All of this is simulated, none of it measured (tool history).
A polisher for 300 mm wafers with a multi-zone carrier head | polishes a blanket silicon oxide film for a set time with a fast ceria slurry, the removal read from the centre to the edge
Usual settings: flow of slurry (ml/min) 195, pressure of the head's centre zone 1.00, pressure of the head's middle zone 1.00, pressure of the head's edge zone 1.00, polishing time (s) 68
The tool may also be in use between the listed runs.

| run | hour | flow of slurry (ml/min) | pressure of the head's centre zone | pressure of the head's middle zone | pressure of the head's edge zone | polishing time (s) | incoming thickness of the incoming film, nm | film removed at the wafer's centre (Å) | film removed at mid-radius (Å) | film removed at the wafer's edge (Å) |
|---|---|---|---|---|---|---|---|---|---|---|
| 1 | 0.0 | 195 | 1.00 | 1.00 | 1.00 | 68 | 3527.5 | 11157 | 11230 | 10784 |
|  | 18.8 | worn pad replaced by a new one |
| 2 | 54.8 | 195 | 1.00 | 1.00 | 1.00 | 68 | 3625.8 | 11174 | 11012 | 10908 |
| 3 | 116.6 | 215 | 1.07 | 1.00 | 0.97 | 68 | 3578.6 | 11824 | 11200 | 10897 |
| 4 | 146.7 | 240 | 1.09 | 0.96 | 1.03 | 68 | 3632.8 | 11944 | 10969 | 11395 |
| 5 | 200.9 | 195 | 1.08 | 1.00 | 1.00 | 85 | 3663.6 | 14171 | 13621 | 13507 |
| 6 | 237.5 | 195 | 1.00 | 1.00 | 1.07 | 82 | 3593.3 | 12968 | 13031 | 13261 |
| 7 | 271.1 | 140 | 1.00 | 0.90 | 1.00 | 68 | 3585.1 | 9701 | 8769 | 9960 |
| 8 | 339.7 | 235 | 1.00 | 1.05 | 1.00 | 68 | 3603.4 | 10649 | 11301 | 10875 |
|  | 359.1 | slurry nozzle cleaned |
|  | 379.0 | centre zone pressure recalibrated |
| 9 | 402.1 | 195 | 1.07 | 1.00 | 0.92 | 68 | 3621.6 | 11804 | 11352 | 10778 |
|  | 434.0 | worn pad replaced by a new one |
| 10 | 439.5 | 195 | 0.96 | 1.00 | 0.93 | 57 | 3611.5 | 9315 | 9529 | 9065 |
| 11 | 498.7 | 195 | 1.00 | 1.00 | 1.00 | 68 | 3553.7 | 11495 | 11336 | 10959 |
| 12 | 535.1 | 195 | 1.10 | 0.93 | 1.05 | 49 | 3612.9 | 8752 | 7652 | 8145 |
|  | 577.8 | edge zone pressure recalibrated |
| 13 | 578.8 | 195 | 1.04 | 0.95 | 1.00 | 68 | 3579.8 | 11692 | 10886 | 11084 |
| 14 | 621.9 | 140 | 1.00 | 1.00 | 1.00 | 82 | 3611.2 | 12753 | 12700 | 12676 |
| 15 | 646.9 | 195 | 1.00 | 1.04 | 1.00 | 90 | 3531.8 | 15110 | 15439 | 14624 |
| 16 | 683.2 | 195 | 1.00 | 1.06 | 0.90 | 83 | 3571.6 | 13330 | 14401 | 12930 |
| 17 | 721.4 | 240 | 1.09 | 0.96 | 1.03 | 68 | 3578.8 | 12145 | 11196 | 11629 |
| 18 | 791.0 | 145 | 1.11 | 1.00 | 1.06 | 90 | 3586.6 | 14438 | 13450 | 14046 |

Run 19 comes next. What will it give?
| 19 | 835.6 | 195 | 1.00 | 1.00 | 1.00 | 68 | 3588.0 | ? | ? | ? |

film removed at the wafer's centre (Å): 11152
film removed at mid-radius (Å): 10912
film removed at the wafer's edge (Å): 11002
Without the tool's hidden state the same run would have given film removed at the wafer's centre (Å) 11563, film removed at mid-radius (Å) 11269, film removed at the wafer's edge (Å) 11264.
